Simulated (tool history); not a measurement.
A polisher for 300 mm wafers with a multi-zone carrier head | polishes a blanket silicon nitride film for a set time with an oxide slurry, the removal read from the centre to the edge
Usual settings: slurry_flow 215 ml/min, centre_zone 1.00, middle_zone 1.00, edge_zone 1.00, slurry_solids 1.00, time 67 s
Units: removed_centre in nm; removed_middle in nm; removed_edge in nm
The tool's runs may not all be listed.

run,hour,slurry_flow,centre_zone,middle_zone,edge_zone,slurry_solids,time,"incoming thickness of the incoming film, nm",removed_centre,removed_middle,removed_edge
1,0.0,215,1.00,1.00,1.00,1.00,67,470.3,39.6,41.7,40.4
2,29.1,215,1.00,1.03,1.00,1.00,67,465.0,39.6,42.9,40.4
3,82.1,215,1.00,1.03,1.00,1.00,67,476.8,39.8,42.1,40.0
# hour 104.0: worn pad replaced by a new one
# hour 106.2: carrier head's membrane replaced by a new one
4,144.9,215,1.00,1.03,1.00,1.00,67,469.3,42.0,45.2,42.1
5,185.6,175,1.00,1.00,1.00,1.00,67,467.5,40.0,41.5,40.0
6,250.6,175,1.00,1.00,1.00,1.00,67,464.6,39.3,41.0,39.6
7,281.4,215,1.00,1.00,1.00,0.80,67,466.1,36.1,38.2,36.7
8,326.1,215,1.00,1.00,1.00,1.00,67,472.0,40.6,42.5,41.7
# hour 334.9: slurry nozzle cleaned
9,375.8,215,1.00,1.07,1.00,1.00,67,477.7,40.1,43.9,40.1
# hour 403.2: worn pad replaced by a new one
10,424.1,215,1.00,0.89,1.00,0.85,84,472.7,50.0,47.7,50.6
11,462.1,215,1.00,0.95,1.00,1.00,67,467.2,42.5,42.1,42.8
12,519.0,215,1.00,1.00,1.00,1.00,67,474.0,42.1,43.0,41.6
13,576.7,240,1.00,1.00,1.00,0.90,57,477.1,33.1,34.8,33.5
14,616.0,215,1.00,1.00,1.05,1.00,67,471.0,39.8,42.0,41.4
# hour 631.1: edge zone pressure recalibrated
# hour 648.3: worn pad replaced by a new one
# hour 653.1: centre zone pressure recalibrated
15,658.5,215,1.00,1.00,1.00,1.00,67,469.6,43.2,44.0,43.0
16,722.8,215,0.94,1.05,1.00,1.00,67,466.4,38.7,44.7,41.8
17,772.7,240,1.11,1.00,1.00,1.00,67,473.9,45.7,42.9,41.5

Forecast run 18:
18,831.3,155,1.00,1.00,0.89,1.00,67,470.3,?,?,?

removed_centre: 37.6 nm
removed_middle: 40.2 nm
removed_edge: 37.3 nm
Without the tool's hidden state the same run would have given removed_centre 40.4 nm, removed_middle 43.1 nm, removed_edge 40.0 nm.

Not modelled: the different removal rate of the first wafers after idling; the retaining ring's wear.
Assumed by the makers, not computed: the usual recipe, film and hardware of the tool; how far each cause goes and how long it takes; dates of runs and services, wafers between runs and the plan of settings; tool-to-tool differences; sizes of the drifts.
